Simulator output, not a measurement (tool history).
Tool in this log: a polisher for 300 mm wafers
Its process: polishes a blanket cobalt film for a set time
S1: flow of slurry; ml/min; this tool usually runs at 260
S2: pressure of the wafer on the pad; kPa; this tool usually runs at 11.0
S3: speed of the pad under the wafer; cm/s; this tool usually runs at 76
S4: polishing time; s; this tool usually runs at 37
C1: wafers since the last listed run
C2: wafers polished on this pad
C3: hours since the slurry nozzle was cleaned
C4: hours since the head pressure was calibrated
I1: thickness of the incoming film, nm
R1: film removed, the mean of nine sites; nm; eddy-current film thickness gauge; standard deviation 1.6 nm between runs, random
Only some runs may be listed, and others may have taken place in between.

run	hour	S1	S2	S3	S4	C1	C2	C3	C4	I1	R1
1	0.0	260	11.0	76	37	0	1115	638.3	1218.0	1315.7	102.4
# hour 2.4: worn pad replaced by a new one
2	14.8	310	11.0	76	37	174	174	653.1	1232.8	1310.2	114.2
3	25.5	260	11.0	76	37	151	326	663.8	1243.5	1301.8	111.1
4	42.4	260	11.0	76	37	238	564	680.7	1260.4	1317.2	107.3
5	52.7	260	11.0	76	37	145	710	691.0	1270.7	1321.0	107.7
6	68.8	210	11.0	76	37	227	937	707.1	1286.8	1316.4	99.4
# hour 79.7: worn pad replaced by a new one
7	80.2	260	11.0	76	37	104	7	718.5	1298.2	1334.6	111.2
8	89.8	260	11.0	76	37	135	142	728.1	1307.8	1324.4	109.8
9	97.9	260	11.0	76	37	114	257	736.2	1315.9	1331.1	109.2
10	112.2	260	11.0	76	37	202	459	750.5	1330.2	1318.2	105.4
# hour 120.6: head pressure recalibrated
11	125.9	260	11.0	76	37	165	624	764.2	5.3	1318.4	102.8
12	143.3	260	11.0	76	37	245	870	781.6	22.7	1321.9	100.4
# hour 159.8: worn pad replaced by a new one
13	160.3	190	9.0	76	37	183	6	798.6	39.7	1316.8	90.0
14	169.6	260	11.0	76	37	131	138	807.9	49.0	1326.8	112.8
15	182.5	260	11.0	76	37	182	320	820.8	61.9	1347.5	108.5
# hour 201.3: slurry nozzle cleaned
16	222.7	260	12.4	76	37	553	874	21.4	102.1	1303.5	113.2
# hour 230.3: worn pad replaced by a new one
17	238.7	340	11.0	62	37	169	118	37.4	118.1	1295.0	91.1
18	254.5	230	12.4	76	37	223	341	53.2	133.9	1306.2	120.1
19	267.8	260	8.3	76	37	187	529	66.5	147.2	1323.3	78.0
20	280.1	210	11.0	84	48	173	703	78.8	159.5	1319.5	146.8
21	290.1	260	11.0	76	37	141	844	88.8	169.5	1312.0	101.8
# hour 307.0: worn pad replaced by a new one
22	307.5	260	11.0	76	37	189	6	106.2	186.9	1339.2	109.8
23	320.3	260	7.6	76	34	180	187	119.0	199.7	1338.6	69.2
24	328.1	260	9.7	76	37	110	297	126.8	207.5	1298.1	95.1

Each row is a separate what-if for the run after 24, all from the same tool condition, not one after another. Results?
A	328.5	260	11.0	76	50	5	303	127.2	207.9	1322.9	?
B	328.5	260	12.4	76	41	5	303	127.2	207.9	1322.9	?
C	328.5	295	13.8	76	47	5	303	127.2	207.9	1322.9	?

run	R1
A	147.5
B	136.0
C	174.9
Without the tool's unlogged condition, the same runs would have read:
run	R1
A	156.0
B	143.9
C	184.9
